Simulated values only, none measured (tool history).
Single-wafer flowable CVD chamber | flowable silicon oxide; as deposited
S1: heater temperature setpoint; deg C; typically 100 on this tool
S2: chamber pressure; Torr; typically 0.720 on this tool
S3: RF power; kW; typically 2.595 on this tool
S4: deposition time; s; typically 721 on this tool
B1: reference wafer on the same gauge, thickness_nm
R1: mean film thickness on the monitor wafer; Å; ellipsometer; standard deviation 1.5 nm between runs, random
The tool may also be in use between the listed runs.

{"run": 1, "day": 0.0, "S1": 100, "S2": 0.72, "S3": 2.595, "S4": 721, "B1": 407.173, "R1": 4092.66}
{"run": 2, "day": 1.833, "S1": 100, "S2": 0.72, "S3": 2.595, "S4": 721, "B1": 407.579, "R1": 4123.96}
{"run": 3, "day": 3.883, "S1": 100, "S2": 0.72, "S3": 2.595, "S4": 721, "B1": 407.605, "R1": 4104.94}
{"run": 4, "day": 6.188, "S1": 100, "S2": 0.72, "S3": 2.595, "S4": 721, "B1": 409.185, "R1": 4128.62}
{"run": 5, "day": 7.775, "S1": 92, "S2": 0.72, "S3": 2.595, "S4": 824, "B1": 395.695, "R1": 6143.72}
{"run": 6, "day": 15.808, "S1": 92, "S2": 0.72, "S3": 2.595, "S4": 824, "B1": 398.59, "R1": 6166.39}
{"run": 7, "day": 17.562, "S1": 100, "S2": 0.72, "S3": 2.595, "S4": 721, "B1": 398.548, "R1": 4022.59}
{"run": 8, "day": 19.262, "S1": 100, "S2": 0.72, "S3": 2.595, "S4": 721, "B1": 399.245, "R1": 4026.06}
{"run": 9, "day": 20.933, "S1": 100, "S2": 0.72, "S3": 2.33, "S4": 721, "B1": 399.585, "R1": 3908.75}
{"run": 10, "day": 22.779, "S1": 100, "S2": 0.72, "S3": 2.33, "S4": 721, "B1": 399.705, "R1": 3905.96}
{"run": 11, "day": 24.7, "S1": 100, "S2": 0.72, "S3": 2.33, "S4": 721, "B1": 400.994, "R1": 3948.5}
{"run": 12, "day": 27.538, "S1": 100, "S2": 0.72, "S3": 2.595, "S4": 721, "B1": 401.316, "R1": 4023.36}
{"run": 13, "day": 30.254, "S1": 100, "S2": 0.72, "S3": 2.595, "S4": 721, "B1": 402.374, "R1": 4029.81}
{"run": 14, "day": 31.488, "S1": 100, "S2": 0.72, "S3": 2.595, "S4": 721, "B1": 402.132, "R1": 4032.28}
{"run": 15, "day": 34.417, "S1": 96, "S2": 0.72, "S3": 2.84, "S4": 721, "B1": 403.692, "R1": 4796.75}
{"run": 16, "day": 35.929, "S1": 100, "S2": 0.553, "S3": 3.03, "S4": 612, "B1": 404.057, "R1": 2702.34}
{"run": 17, "day": 38.358, "S1": 100, "S2": 0.72, "S3": 2.595, "S4": 799, "B1": 404.794, "R1": 4494.89}
{"run": 18, "day": 39.983, "S1": 100, "S2": 0.72, "S3": 2.595, "S4": 721, "B1": 404.695, "R1": 4078.98}
{"run": 19, "day": 42.904, "S1": 88, "S2": 0.853, "S3": 2.45, "S4": 632, "B1": 405.177, "R1": 6478.94}
{"run": 20, "day": 44.162, "S1": 90, "S2": 0.72, "S3": 3.01, "S4": 602, "B1": 407.075, "R1": 5055.95}
{"run": 21, "day": 46.867, "S1": 100, "S2": 0.72, "S3": 2.595, "S4": 721, "B1": 406.627, "R1": 4068.76}
{"run": 22, "day": 48.612, "S1": 100, "S2": 0.595, "S3": 2.595, "S4": 721, "B1": 396.027, "R1": 3279.62}
{"run": 23, "day": 50.279, "S1": 100, "S2": 0.72, "S3": 2.595, "S4": 721, "B1": 396.132, "R1": 3965.6}
{"run": 24, "day": 52.362, "S1": 100, "S2": 0.72, "S3": 2.355, "S4": 721, "B1": 396.498, "R1": 3849.46}
{"run": 25, "day": 53.683, "S1": 90, "S2": 0.612, "S3": 2.595, "S4": 797, "B1": 396.335, "R1": 5453.6}
{"run": 26, "day": 55.575, "S1": 100, "S2": 0.72, "S3": 2.595, "S4": 721, "B1": 397.327, "R1": 3999.48}
{"run": 27, "day": 58.421, "S1": 100, "S2": 0.795, "S3": 2.595, "S4": 721, "B1": 397.716, "R1": 4452.53}
{"run": 28, "day": 61.179, "S1": 89, "S2": 0.813, "S3": 2.2, "S4": 834, "B1": 399.338, "R1": 7496.79}
{"run": 29, "day": 62.579, "S1": 91, "S2": 0.571, "S3": 2.595, "S4": 659, "B1": 399.875, "R1": 4090.12}

Removed from this log: 6 entries logged between the listed runs. Between which two listed runs does each belong, and how does the tool's hidden state at the listed run before it compare with that at the listed run after it?
Runs 4 to 5: gauge calibrated (day 7.196)
  gauge reads high (%): 3.55 -> 0.254
  measured minus no-state result, R1: +141.35 -> +15.57 Å
Runs 8 to 9: showerhead replaced (day 20.912)
  gauge reads high (%): 1.08 -> 1.2
  measured minus no-state result, R1: +43.13 -> +46.47 Å
Runs 9 to 10: thermocouple changed; heater temperature recalibrated (day 21.867)
  gauge reads high (%): 1.2 -> 1.34
  measured minus no-state result, R1: +46.47 -> +51.52 Å
Runs 12 to 13: RF generator calibrated (day 29.138)
  gauge reads high (%): 1.68 -> 1.88
  measured minus no-state result, R1: +66.46 -> +74.19 Å
Runs 18 to 19: capacitance manometer re-zeroed and calibrated (day 42.883)
  gauge reads high (%): 2.58 -> 2.79
  measured minus no-state result, R1: +102.48 -> +175.74 Å
Runs 21 to 22: gauge calibrated (day 48.612)
  gauge reads high (%): 3.07 -> 0.0968
  measured minus no-state result, R1: +121.34 -> +3.17 Å
